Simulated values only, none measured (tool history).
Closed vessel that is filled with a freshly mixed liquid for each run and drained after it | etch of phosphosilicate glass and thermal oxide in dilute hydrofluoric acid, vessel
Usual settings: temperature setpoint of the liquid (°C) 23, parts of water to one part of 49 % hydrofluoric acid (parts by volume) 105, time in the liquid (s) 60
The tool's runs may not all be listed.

| run | hour | temperature setpoint of the liquid (°C) | parts of water to one part of 49 % hydrofluoric acid (parts by volume) | time in the liquid (s) | wafers since the last listed run | hours since the thermometer was replaced | hours since the hydrofluoric acid flow meter was replaced | hours since the gauge calibration | read-back film thickness of the phosphosilicate glass reference wafer, read on the same gauge (nm) | read-back film thickness of the thermal oxide reference wafer, read on the same gauge (nm) | thickness taken off the phosphosilicate glass on a monitor wafer (Å) | thickness taken off the thermal oxide on a monitor wafer (Å) |
|---|---|---|---|---|---|---|---|---|---|---|---|---|
| 1 | 0 | 23 | 105 | 60 | 0 | 1975.3 | 1154.7 | 486.1 | 109.97 | 140.01 | 1043.2 | 25.4 |
| 2 | 208.3 | 23 | 105 | 60 | 16971 | 2183.6 | 1363 | 694.4 | 110.02 | 139.999 | 1034.9 | 24.95 |
| 3 | 257.1 | 23 | 105 | 60 | 3976 | 2232.4 | 1411.8 | 743.2 | 109.97 | 140.017 | 1031.6 | 24.97 |
|  | 335.7 | gauge calibrated |
| 4 | 374.3 | 23 | 105 | 60 | 9548 | 2349.6 | 1529 | 38.6 | 109.96 | 140.004 | 1028.3 | 24.85 |
| 5 | 410.1 | 23 | 105 | 60 | 2916 | 2385.4 | 1564.8 | 74.4 | 110.01 | 139.99 | 1027.4 | 25.05 |
| 6 | 442.7 | 23 | 105 | 60 | 2656 | 2418 | 1597.4 | 107 | 110.03 | 140.012 | 1021.3 | 24.83 |
|  | 466.3 | hydrofluoric acid flow meter replaced |
| 7 | 607 | 25 | 105 | 60 | 13305 | 2582.3 | 140.7 | 271.3 | 109.99 | 140.031 | 1055.8 | 25.38 |
|  | 625.7 | thermometer replaced |
| 8 | 656.1 | 23 | 105 | 60 | 3918 | 30.4 | 189.8 | 320.4 | 110 | 139.991 | 969.2 | 23.32 |
| 9 | 718.8 | 23 | 105 | 60 | 5108 | 93.1 | 252.5 | 383.1 | 109.99 | 140.003 | 964.5 | 23.17 |
|  | 724 | hydrofluoric acid flow meter replaced, repeated, since the last time left the tool worse |
| 10 | 753.5 | 23 | 105 | 40 | 2745 | 127.8 | 29.5 | 417.8 | 110.03 | 139.987 | 735.7 | 17.38 |
| 11 | 780.9 | 18.5 | 65 | 45 | 2232 | 155.2 | 56.9 | 445.2 | 110 | 139.999 | 1162.1 | 27.5 |
| 12 | 842.2 | 23 | 105 | 70 | 4994 | 216.5 | 118.2 | 506.5 | 110 | 140.007 | 1275.5 | 30.46 |
| 13 | 909.7 | 18.5 | 105 | 45 | 5499 | 284 | 185.7 | 574 | 109.98 | 139.998 | 683.6 | 16.14 |
| 14 | 978.6 | 23 | 105 | 60 | 5613 | 352.9 | 254.6 | 642.9 | 110 | 140.012 | 1091.3 | 26.05 |
| 15 | 1033.4 | 23 | 125 | 60 | 4464 | 407.7 | 309.4 | 697.7 | 109.99 | 139.993 | 886.2 | 21.43 |
| 16 | 1065 | 24.5 | 145 | 60 | 2574 | 439.3 | 341 | 729.3 | 110.01 | 140.002 | 794 | 18.78 |

Forecast each of these 4 alternatives for the next run:
| A | 1065.7 | 23 | 140 | 60 | 57 | 440 | 341.7 | 730 | ? | ? | ? | ? |
| B | 1065.7 | 23 | 130 | 60 | 57 | 440 | 341.7 | 730 | ? | ? | ? | ? |
| C | 1065.7 | 26 | 80 | 85 | 57 | 440 | 341.7 | 730 | ? | ? | ? | ? |
| D | 1065.7 | 25 | 105 | 70 | 57 | 440 | 341.7 | 730 | ? | ? | ? | ? |

| run | read-back film thickness of the phosphosilicate glass reference wafer, read on the same gauge (nm) | read-back film thickness of the thermal oxide reference wafer, read on the same gauge (nm) | thickness taken off the phosphosilicate glass on a monitor wafer (Å) | thickness taken off the thermal oxide on a monitor wafer (Å) |
|---|---|---|---|---|
| A | 110.03 | 140.011 | 779.9 | 19.04 |
| B | 110.03 | 140.011 | 849.7 | 20.74 |
| C | 110.03 | 140.011 | 2342.7 | 57.19 |
| D | 110.03 | 140.011 | 1367.9 | 33.39 |
Without the tool's hidden state the same runs would have given:
| run | thickness taken off the phosphosilicate glass on a monitor wafer (Å) | thickness taken off the thermal oxide on a monitor wafer (Å) |
|---|---|---|
| A | 795.8 | 19.43 |
| B | 866.8 | 21.16 |
| C | 2388.1 | 58.3 |
| D | 1395 | 34.05 |
